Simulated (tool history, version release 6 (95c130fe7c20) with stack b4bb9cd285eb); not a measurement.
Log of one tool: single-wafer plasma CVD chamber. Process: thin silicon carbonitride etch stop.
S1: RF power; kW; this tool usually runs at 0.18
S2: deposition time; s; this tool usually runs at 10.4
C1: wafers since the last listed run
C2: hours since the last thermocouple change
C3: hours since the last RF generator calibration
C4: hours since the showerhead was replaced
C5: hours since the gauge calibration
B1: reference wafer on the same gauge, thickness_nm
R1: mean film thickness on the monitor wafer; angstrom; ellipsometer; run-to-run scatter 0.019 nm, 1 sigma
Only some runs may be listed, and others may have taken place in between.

Run 1, hour 0: usual settings; C1 0; C2 587.5; C3 587.4; C4 7027.7; C5 128.1; B1 6.113. Result: R1 62.56 angstrom.
Run 2, hour 70.5: usual settings; C1 1731; C2 658; C3 657.9; C4 7098.2; C5 198.6; B1 6.111. Result: R1 62.68 angstrom.
Run 3, hour 108.8: usual settings; C1 940; C2 696.3; C3 696.2; C4 7136.5; C5 236.9; B1 6.109. Result: R1 62.81 angstrom.
Run 4, hour 158.4: usual settings; C1 1218; C2 745.9; C3 745.8; C4 7186.1; C5 286.5; B1 6.111. Result: R1 62.76 angstrom.
Run 5, hour 229.7: usual settings; C1 1751; C2 817.2; C3 817.1; C4 7257.4; C5 357.8; B1 6.11. Result: R1 62.64 angstrom.
Run 6, hour 275.2: usual settings but S2 11.3 s; C1 1117; C2 862.7; C3 862.6; C4 7302.9; C5 403.3; B1 6.112. Result: R1 68.03 angstrom.
Run 7, hour 317.2: usual settings but S2 11.3 s; C1 1031; C2 904.7; C3 904.6; C4 7344.9; C5 445.3; B1 6.111. Result: R1 67.59 angstrom.
Run 8, hour 375.1: usual settings but S1 0.165 kW; C1 1422; C2 962.6; C3 962.5; C4 7402.8; C5 503.2; B1 6.111. Result: R1 61.4 angstrom.
Run 9, hour 400.3: usual settings but S1 0.165 kW; C1 619; C2 987.8; C3 987.7; C4 7428; C5 528.4; B1 6.112. Result: R1 61.36 angstrom.
Run 10, hour 446.9: usual settings but S1 0.165 kW; C1 1144; C2 1034.4; C3 1034.3; C4 7474.6; C5 575; B1 6.111. Result: R1 61.19 angstrom.
Run 11, hour 471.1: usual settings; C1 594; C2 1058.6; C3 1058.5; C4 7498.8; C5 599.2; B1 6.111. Result: R1 62.24 angstrom.
Run 12, hour 519.4: usual settings; C1 1186; C2 1106.9; C3 1106.8; C4 7547.1; C5 647.5; B1 6.111. Result: R1 62.66 angstrom.
Run 13, hour 557: usual settings but S2 11.9 s; C1 923; C2 1144.5; C3 1144.4; C4 7584.7; C5 685.1; B1 6.113. Result: R1 71.46 angstrom.
Run 14, hour 604.7: usual settings but S2 11.9 s; C1 1171; C2 1192.2; C3 1192.1; C4 7632.4; C5 732.8; B1 6.108. Result: R1 71.18 angstrom.
At hour 660.4: RF generator calibrated.
Run 15, hour 676.4: usual settings but S2 11.9 s; C1 1564; C2 1263.9; C3 16; C4 7704.1; C5 804.5; B1 6.109. Result: R1 72.79 angstrom.
Run 16, hour 702.2: usual settings but S2 9.5 s; C1 633; C2 1289.7; C3 41.8; C4 7729.9; C5 830.3; B1 6.112. Result: R1 57.83 angstrom.
Run 17, hour 738.4: usual settings but S2 9.5 s; C1 889; C2 1325.9; C3 78; C4 7766.1; C5 866.5; B1 6.11. Result: R1 57.78 angstrom.
Run 18, hour 801.2: usual settings; C1 1542; C2 1388.7; C3 140.8; C4 7828.9; C5 929.3; B1 6.11. Result: R1 63.01 angstrom.
At hour 860.9: gauge calibrated.
Run 19, hour 865.8: usual settings but S2 11.8 s; C1 1586; C2 1453.3; C3 205.4; C4 7893.5; C5 4.9; B1 6.111. Result: R1 71.67 angstrom.
Run 20, hour 925.9: usual settings; C1 1476; C2 1513.4; C3 265.5; C4 7953.6; C5 65; B1 6.107. Result: R1 63.23 angstrom.
Run 21, hour 973.6: usual settings but S1 0.205 kW; C1 1171; C2 1561.1; C3 313.2; C4 8001.3; C5 112.7; B1 6.113. Result: R1 65.04 angstrom.
Run 22, hour 1020.1: usual settings but S2 8.6 s; C1 1142; C2 1607.6; C3 359.7; C4 8047.8; C5 159.2; B1 6.106. Result: R1 52.08 angstrom.
At hour 1063.1: showerhead replaced.
Run 23, hour 1082.8: usual settings but S1 0.205 kW, S2 11.4 s; C1 1343; C2 1670.3; C3 422.4; C4 19.7; C5 221.9; B1 6.109. Result: R1 71.37 angstrom.
At hour 1093.6: thermocouple changed; heater temperature recalibrated.
Run 24, hour 1147.6: usual settings but S1 0.2 kW, S2 8.4 s; C1 1395; C2 54; C3 487.2; C4 84.5; C5 286.7; B1 6.111. Result: R1 51.96 angstrom.
Run 25, hour 1204.3: usual settings but S1 0.215 kW, S2 9.4 s; C1 1392; C2 110.7; C3 543.9; C4 141.2; C5 343.4; B1 6.113. Result: R1 59.21 angstrom.
Run 26, hour 1246.1: usual settings but S1 0.16 kW, S2 8.4 s; C1 1026; C2 152.5; C3 585.7; C4 183; C5 385.2; B1 6.107. Result: R1 49.39 angstrom.
Run 27, hour 1304.2: usual settings but S1 0.195 kW, S2 12.4 s; C1 1427; C2 210.6; C3 643.8; C4 241.1; C5 443.3; B1 6.11. Result: R1 76.48 angstrom.
Run 28, hour 1387.8: usual settings but S1 0.19 kW, S2 11.9 s; C1 2053; C2 294.2; C3 727.4; C4 324.7; C5 526.9; B1 6.109. Result: R1 72.93 angstrom.
Run 29, hour 1541.1: usual settings but S1 0.205 kW, S2 12.3 s; C1 3765; C2 447.5; C3 880.7; C4 478; C5 680.2; B1 6.107. Result: R1 76.05 angstrom.
Run 30, hour 1580.8: usual settings; C1 975; C2 487.2; C3 920.4; C4 517.7; C5 719.9; B1 6.111. Result: R1 62.21 angstrom.
Run 31, hour 1609.8: usual settings but S2 9.1 s; C1 712; C2 516.2; C3 949.4; C4 546.7; C5 748.9; B1 6.115. Result: R1 54.96 angstrom.
Run 32, hour 1649.2: usual settings but S1 0.205 kW, S2 8.4 s; C1 967; C2 555.6; C3 988.8; C4 586.1; C5 788.3; B1 6.108. Result: R1 52.14 angstrom.
Run 33, hour 1727.6: usual settings but S1 0.2 kW, S2 9.3 s; C1 1925; C2 634; C3 1067.2; C4 664.5; C5 866.7; B1 6.111. Result: R1 57.09 angstrom.
Run 34, hour 1783.6: usual settings; C1 1375; C2 690; C3 1123.2; C4 720.5; C5 922.7; B1 6.11. Result: R1 62.85 angstrom.
Run 35, hour 1844.5: usual settings but S2 9.5 s; C1 1496; C2 750.9; C3 1184.1; C4 781.4; C5 983.6; B1 6.108. Result: R1 56.89 angstrom.
Run 36, hour 1874.5: usual settings but S1 0.145 kW, S2 8.5 s; C1 736; C2 780.9; C3 1214.1; C4 811.4; C5 1013.6; B1 6.107. Result: R1 48.68 angstrom.

Hidden state at the last listed run before each entry between runs and at the first one after, where it differs:
After run 14, before run 15: RF generator calibrated (hour 660.4)
  delivered RF power above the setpoint (%): -7.64 -> -0.718
  what was measured, less what the result would be without the hidden state, R1: -1.33 -> -0.12 angstrom
After run 18, before run 19: gauge calibrated (hour 860.9)
  delivered RF power above the setpoint (%): -1.41 -> -1.77
  what was measured, less what the result would be without the hidden state, R1: -0.21 -> -0.3 angstrom
After run 22, before run 23: showerhead replaced (hour 1063.1)
  delivered RF power above the setpoint (%): -2.63 -> -2.98
  what was measured, less what the result would be without the hidden state, R1: -0.33 -> -0.51 angstrom
After run 23, before run 24: thermocouple changed; heater temperature recalibrated (hour 1093.6)
  delivered RF power above the setpoint (%): -2.98 -> -3.34
  what was measured, less what the result would be without the hidden state, R1: -0.51 -> -0.41 angstrom
